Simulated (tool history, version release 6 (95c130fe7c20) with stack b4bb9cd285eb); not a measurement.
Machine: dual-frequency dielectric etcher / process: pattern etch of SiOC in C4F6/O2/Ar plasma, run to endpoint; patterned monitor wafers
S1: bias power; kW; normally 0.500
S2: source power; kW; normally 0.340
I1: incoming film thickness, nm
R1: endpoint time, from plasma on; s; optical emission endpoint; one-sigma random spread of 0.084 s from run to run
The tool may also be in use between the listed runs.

run 1 hour=0.0 | S1=0.500 S2=0.340 | I1=46.76 | R1=18.4
run 2 hour=84.4 | S1=0.500 S2=0.340 | I1=46.54 | R1=18.2
run 3 hour=152.5 | S1=0.500 S2=0.320 | I1=46.97 | R1=18.8
run 4 hour=240.9 | S1=0.500 S2=0.320 | I1=46.75 | R1=18.6
run 5 hour=310.4 | S1=0.500 S2=0.320 | I1=47.09 | R1=18.7
run 6 hour=353.9 | S1=0.529 S2=0.320 | I1=46.87 | R1=18.1
-- hour=403.9 upper electrode replaced
run 7 hour=404.4 | S1=0.529 S2=0.320 | I1=47.07 | R1=18.4
run 8 hour=489.7 | S1=0.529 S2=0.320 | I1=46.71 | R1=18.0
-- hour=528.5 wet clean of the chamber
run 9 hour=533.3 | S1=0.500 S2=0.340 | I1=47.05 | R1=19.0
run 10 hour=569.9 | S1=0.500 S2=0.340 | I1=47.36 | R1=18.9
run 11 hour=675.8 | S1=0.500 S2=0.340 | I1=47.60 | R1=18.9
run 12 hour=724.6 | S1=0.500 S2=0.320 | I1=46.85 | R1=19.0
run 13 hour=790.8 | S1=0.500 S2=0.340 | I1=46.68 | R1=18.6
run 14 hour=848.4 | S1=0.413 S2=0.340 | I1=46.61 | R1=19.3
run 15 hour=903.9 | S1=0.380 S2=0.410 | I1=46.50 | R1=17.9
run 16 hour=979.4 | S1=0.401 S2=0.310 | I1=47.11 | R1=20.1
run 17 hour=1038.6 | S1=0.419 S2=0.340 | I1=47.73 | R1=19.2
-- hour=1077.1 bias power generator calibrated
run 18 hour=1085.5 | S1=0.605 S2=0.340 | I1=46.56 | R1=17.2
run 19 hour=1166.0 | S1=0.412 S2=0.310 | I1=47.20 | R1=19.7
-- hour=1253.8 source power generator calibrated
run 20 hour=1257.6 | S1=0.428 S2=0.370 | I1=46.68 | R1=17.6
-- hour=1345.4 wet clean of the chamber
run 21 hour=1345.9 | S1=0.593 S2=0.340 | I1=46.48 | R1=17.6
run 22 hour=1428.3 | S1=0.375 S2=0.340 | I1=47.12 | R1=19.8
run 23 hour=1492.6 | S1=0.500 S2=0.340 | I1=46.68 | R1=18.3
run 24 hour=1584.7 | S1=0.500 S2=0.290 | I1=47.21 | R1=19.7
run 25 hour=1641.8 | S1=0.379 S2=0.300 | I1=47.12 | R1=20.4
run 26 hour=1686.7 | S1=0.622 S2=0.390 | I1=47.12 | R1=16.1
run 27 hour=1776.3 | S1=0.500 S2=0.320 | I1=46.93 | R1=18.5
-- hour=2028.8 wet clean of the chamber
run 28 hour=2035.4 | S1=0.500 S2=0.340 | I1=46.58 | R1=18.4
run 29 hour=2123.9 | S1=0.500 S2=0.360 | I1=47.17 | R1=18.1
run 30 hour=2315.9 | S1=0.577 S2=0.340 | I1=47.32 | R1=17.6
run 31 hour=2356.9 | S1=0.411 S2=0.280 | I1=46.64 | R1=20.7
run 32 hour=2447.5 | S1=0.435 S2=0.380 | I1=47.43 | R1=18.0
run 33 hour=2525.1 | S1=0.500 S2=0.420 | I1=46.98 | R1=16.4
run 34 hour=2569.0 | S1=0.418 S2=0.270 | I1=47.06 | R1=20.8
run 35 hour=2649.8 | S1=0.429 S2=0.310 | I1=46.86 | R1=19.1

Predict each of these 4 candidate next runs independently; none follows another, all start after run 35:
run A hour=2650.2 | S1=0.596 S2=0.340 | I1=47.19 | R1=?
run B hour=2650.2 | S1=0.577 S2=0.320 | I1=47.19 | R1=?
run C hour=2650.2 | S1=0.558 S2=0.300 | I1=47.19 | R1=?
run D hour=2650.2 | S1=0.453 S2=0.280 | I1=47.19 | R1=?

run=A R1=17.1
run=B R1=17.7
run=C R1=18.4
run=D R1=20.0
With no hidden state in the tool, these same runs would have given:
run=A R1=17.8
run=B R1=18.4
run=C R1=19.1
run=D R1=20.8
